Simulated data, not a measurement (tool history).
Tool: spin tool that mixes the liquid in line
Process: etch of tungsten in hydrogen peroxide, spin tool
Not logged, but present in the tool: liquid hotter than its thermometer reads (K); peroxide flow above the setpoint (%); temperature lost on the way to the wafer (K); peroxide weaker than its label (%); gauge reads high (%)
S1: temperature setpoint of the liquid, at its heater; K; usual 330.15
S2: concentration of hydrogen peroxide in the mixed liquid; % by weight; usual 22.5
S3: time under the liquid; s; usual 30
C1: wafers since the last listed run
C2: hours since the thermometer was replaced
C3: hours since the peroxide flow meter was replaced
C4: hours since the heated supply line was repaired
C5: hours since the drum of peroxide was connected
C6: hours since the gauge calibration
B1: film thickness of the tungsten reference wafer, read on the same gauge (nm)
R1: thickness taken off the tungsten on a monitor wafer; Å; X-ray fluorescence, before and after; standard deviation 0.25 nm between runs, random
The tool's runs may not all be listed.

{"run": 1, "hour": 0.0, "S1": 327.15, "S2": 22.5, "S3": 30, "C1": 0, "C2": 865.1, "C3": 337.8, "C4": 2807.1, "C5": 337.8, "C6": 311.4, "B1": 70.0, "R1": 430.6}
{"run": 2, "hour": 29.6, "S1": 327.15, "S2": 22.5, "S3": 30, "C1": 467, "C2": 894.7, "C3": 367.4, "C4": 2836.7, "C5": 367.4, "C6": 341.0, "B1": 69.99, "R1": 428.6}
{"run": 3, "hour": 88.2, "S1": 330.15, "S2": 27.0, "S3": 30, "C1": 925, "C2": 953.3, "C3": 426.0, "C4": 2895.3, "C5": 426.0, "C6": 399.6, "B1": 70.0, "R1": 566.2}
{"run": 4, "hour": 137.3, "S1": 330.15, "S2": 22.5, "S3": 30, "C1": 775, "C2": 1002.4, "C3": 475.1, "C4": 2944.4, "C5": 475.1, "C6": 448.7, "B1": 70.01, "R1": 514.4}
{"run": 5, "hour": 167.9, "S1": 330.15, "S2": 16.5, "S3": 35, "C1": 483, "C2": 1033.0, "C3": 505.7, "C4": 2975.0, "C5": 505.7, "C6": 479.3, "B1": 70.0, "R1": 517.8}
{"run": 6, "hour": 230.9, "S1": 330.15, "S2": 22.5, "S3": 30, "C1": 994, "C2": 1096.0, "C3": 568.7, "C4": 3038.0, "C5": 568.7, "C6": 542.3, "B1": 69.99, "R1": 517.5}
{"run": 7, "hour": 298.9, "S1": 339.15, "S2": 22.5, "S3": 25, "C1": 1073, "C2": 1164.0, "C3": 636.7, "C4": 3106.0, "C5": 636.7, "C6": 610.3, "B1": 70.0, "R1": 721.3}
{"run": 8, "hour": 347.7, "S1": 323.15, "S2": 16.5, "S3": 40, "C1": 770, "C2": 1212.8, "C3": 685.5, "C4": 3154.8, "C5": 685.5, "C6": 659.1, "B1": 69.99, "R1": 387.5}
{"run": 9, "hour": 382.5, "S1": 330.15, "S2": 22.5, "S3": 50, "C1": 549, "C2": 1247.6, "C3": 720.3, "C4": 3189.6, "C5": 720.3, "C6": 693.9, "B1": 69.99, "R1": 859.8}
{"run": 10, "hour": 448.2, "S1": 335.65, "S2": 22.5, "S3": 35, "C1": 1037, "C2": 1313.3, "C3": 786.0, "C4": 3255.3, "C5": 786.0, "C6": 759.6, "B1": 70.0, "R1": 825.6}
{"hour": 460.2, "done": "heated supply line repaired"}
{"hour": 476.0, "done": "new drum of peroxide connected"}
{"run": 11, "hour": 492.8, "S1": 330.15, "S2": 21.0, "S3": 25, "C1": 672, "C2": 1357.9, "C3": 830.6, "C4": 32.6, "C5": 16.8, "C6": 804.2, "B1": 70.0, "R1": 414.5}
{"hour": 531.1, "done": "thermometer replaced"}
{"run": 12, "hour": 611.4, "S1": 323.15, "S2": 22.5, "S3": 40, "C1": 1856, "C2": 80.3, "C3": 949.2, "C4": 151.2, "C5": 135.4, "C6": 922.8, "B1": 70.01, "R1": 454.8}
{"run": 13, "hour": 677.4, "S1": 330.15, "S2": 19.5, "S3": 50, "C1": 1042, "C2": 146.3, "C3": 1015.2, "C4": 217.2, "C5": 201.4, "C6": 988.8, "B1": 70.0, "R1": 802.3}
{"run": 14, "hour": 718.3, "S1": 336.65, "S2": 27.0, "S3": 20, "C1": 645, "C2": 187.2, "C3": 1056.1, "C4": 258.1, "C5": 242.3, "C6": 1029.7, "B1": 70.01, "R1": 549.6}
{"run": 15, "hour": 752.0, "S1": 330.15, "S2": 17.5, "S3": 20, "C1": 532, "C2": 220.9, "C3": 1089.8, "C4": 291.8, "C5": 276.0, "C6": 1063.4, "B1": 70.0, "R1": 306.9}
{"run": 16, "hour": 786.3, "S1": 324.15, "S2": 28.0, "S3": 15, "C1": 541, "C2": 255.2, "C3": 1124.1, "C4": 326.1, "C5": 310.3, "C6": 1097.7, "B1": 70.01, "R1": 203.7}
{"run": 17, "hour": 852.8, "S1": 330.15, "S2": 25.5, "S3": 15, "C1": 1049, "C2": 321.7, "C3": 1190.6, "C4": 392.6, "C5": 376.8, "C6": 1164.2, "B1": 70.01, "R1": 277.5}
{"run": 18, "hour": 904.7, "S1": 332.65, "S2": 19.5, "S3": 30, "C1": 819, "C2": 373.6, "C3": 1242.5, "C4": 444.5, "C5": 428.7, "C6": 1216.1, "B1": 70.01, "R1": 567.0}
{"run": 19, "hour": 961.7, "S1": 335.65, "S2": 22.5, "S3": 45, "C1": 899, "C2": 430.6, "C3": 1299.5, "C4": 501.5, "C5": 485.7, "C6": 1273.1, "B1": 70.01, "R1": 1070.9}
{"run": 20, "hour": 1025.1, "S1": 335.15, "S2": 28.5, "S3": 40, "C1": 1001, "C2": 494.0, "C3": 1362.9, "C4": 564.9, "C5": 549.1, "C6": 1336.5, "B1": 70.0, "R1": 1039.6}
{"run": 21, "hour": 1051.1, "S1": 330.15, "S2": 22.5, "S3": 30, "C1": 410, "C2": 520.0, "C3": 1388.9, "C4": 590.9, "C5": 575.1, "C6": 1362.5, "B1": 69.99, "R1": 527.4}
{"hour": 1101.9, "done": "peroxide flow meter replaced"}
{"run": 22, "hour": 1117.7, "S1": 330.15, "S2": 28.0, "S3": 15, "C1": 1035, "C2": 586.6, "C3": 15.8, "C4": 657.5, "C5": 641.7, "C6": 1429.1, "B1": 70.0, "R1": 283.8}
{"run": 23, "hour": 1171.9, "S1": 330.15, "S2": 19.0, "S3": 30, "C1": 855, "C2": 640.8, "C3": 70.0, "C4": 711.7, "C5": 695.9, "C6": 1483.3, "B1": 70.0, "R1": 469.0}
{"run": 24, "hour": 1235.9, "S1": 332.65, "S2": 25.5, "S3": 40, "C1": 1010, "C2": 704.8, "C3": 134.0, "C4": 775.7, "C5": 759.9, "C6": 1547.3, "B1": 70.0, "R1": 832.2}
{"run": 25, "hour": 1275.3, "S1": 337.65, "S2": 20.0, "S3": 35, "C1": 622, "C2": 744.2, "C3": 173.4, "C4": 815.1, "C5": 799.3, "C6": 1586.7, "B1": 69.99, "R1": 873.3}
{"hour": 1300.4, "done": "new drum of peroxide connected"}
{"run": 26, "hour": 1303.1, "S1": 330.15, "S2": 27.5, "S3": 50, "C1": 423, "C2": 772.0, "C3": 201.2, "C4": 842.9, "C5": 2.7, "C6": 1614.5, "B1": 70.01, "R1": 941.7}
{"run": 27, "hour": 1362.4, "S1": 339.15, "S2": 27.5, "S3": 40, "C1": 936, "C2": 831.3, "C3": 260.5, "C4": 902.2, "C5": 62.0, "C6": 1673.8, "B1": 70.01, "R1": 1259.1}

3 ways to go on from here, each from the tool as it stands after run 27. What would each give?
{"run": "A", "hour": 1362.8, "S1": 330.15, "S2": 20.5, "S3": 30, "C1": 6, "C2": 831.7, "C3": 260.9, "C4": 902.6, "C5": 62.4, "C6": 1674.2, "B1": "?", "R1": "?"}
{"run": "B", "hour": 1362.8, "S1": 325.65, "S2": 24.5, "S3": 35, "C1": 6, "C2": 831.7, "C3": 260.9, "C4": 902.6, "C5": 62.4, "C6": 1674.2, "B1": "?", "R1": "?"}
{"run": "C", "hour": 1362.8, "S1": 338.65, "S2": 20.0, "S3": 50, "C1": 6, "C2": 831.7, "C3": 260.9, "C4": 902.6, "C5": 62.4, "C6": 1674.2, "B1": "?", "R1": "?"}

run=A B1=70.00 R1=490.5
run=B B1=70.00 R1=478.9
run=C B1=70.00 R1=1311.8
Had the tool no hidden state, the same runs would have come out as:
run=A R1=487.5
run=B R1=476.0
run=C R1=1303.8
